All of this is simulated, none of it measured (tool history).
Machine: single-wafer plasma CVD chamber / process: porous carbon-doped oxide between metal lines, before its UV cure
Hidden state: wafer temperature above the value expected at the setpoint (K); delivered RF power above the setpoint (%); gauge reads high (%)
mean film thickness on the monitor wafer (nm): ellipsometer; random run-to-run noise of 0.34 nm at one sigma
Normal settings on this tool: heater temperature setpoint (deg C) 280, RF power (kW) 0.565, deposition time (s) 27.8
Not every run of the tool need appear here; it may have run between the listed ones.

run	hour	heater temperature setpoint (deg C)	RF power (kW)	deposition time (s)	wafers since the last listed run	hours since the last thermocouple change	hours since the last RF generator calibration	hours since the showerhead was replaced	hours since the gauge calibration	read-back reference wafer on the same gauge, thickness_nm	mean film thickness on the monitor wafer (nm)
1	0.0	280	0.565	27.8	0	2130.2	2492.7	5163.1	89.1	157.915	183.502
2	37.7	280	0.565	27.8	821	2167.9	2530.4	5200.8	126.8	157.964	183.761
3	70.4	280	0.565	27.8	712	2200.6	2563.1	5233.5	159.5	157.990	183.345
4	95.3	280	0.565	27.8	542	2225.5	2588.0	5258.4	184.4	158.124	183.724
# hour 192.8: RF generator calibrated
5	193.3	280	0.565	27.8	1961	2323.5	0.5	5356.4	282.4	157.967	184.089
# hour 222.1: thermocouple changed; heater temperature recalibrated
6	222.6	289	0.565	25.9	464	0.5	29.8	5385.7	311.7	157.999	154.808
# hour 233.2: gauge calibrated
7	251.0	289	0.565	25.9	619	28.9	58.2	5414.1	17.8	158.039	154.645
# hour 329.3: showerhead replaced
8	354.0	285	0.565	27.8	2070	131.9	161.2	24.7	120.8	158.044	170.541
9	382.3	284	0.515	25.7	616	160.2	189.5	53.0	149.1	158.052	151.868
10	411.7	280	0.565	27.8	640	189.6	218.9	82.4	178.5	158.039	176.740
11	446.6	294	0.600	27.8	760	224.5	253.8	117.3	213.4	157.891	164.773
12	469.8	280	0.485	27.8	505	247.7	277.0	140.5	236.6	158.020	163.225

The next listed run, before its measurement:
13	483.3	280	0.525	27.8	294	261.2	290.5	154.0	250.1	?	?

{"run 13": {"read-back reference wafer on the same gauge, thickness_nm": 158.03, "mean film thickness on the monitor wafer (nm)": 170.957}}
With the hidden condition absent and the run-to-run variation left alone, this run would have shown mean film thickness on the monitor wafer (nm) 170.810.
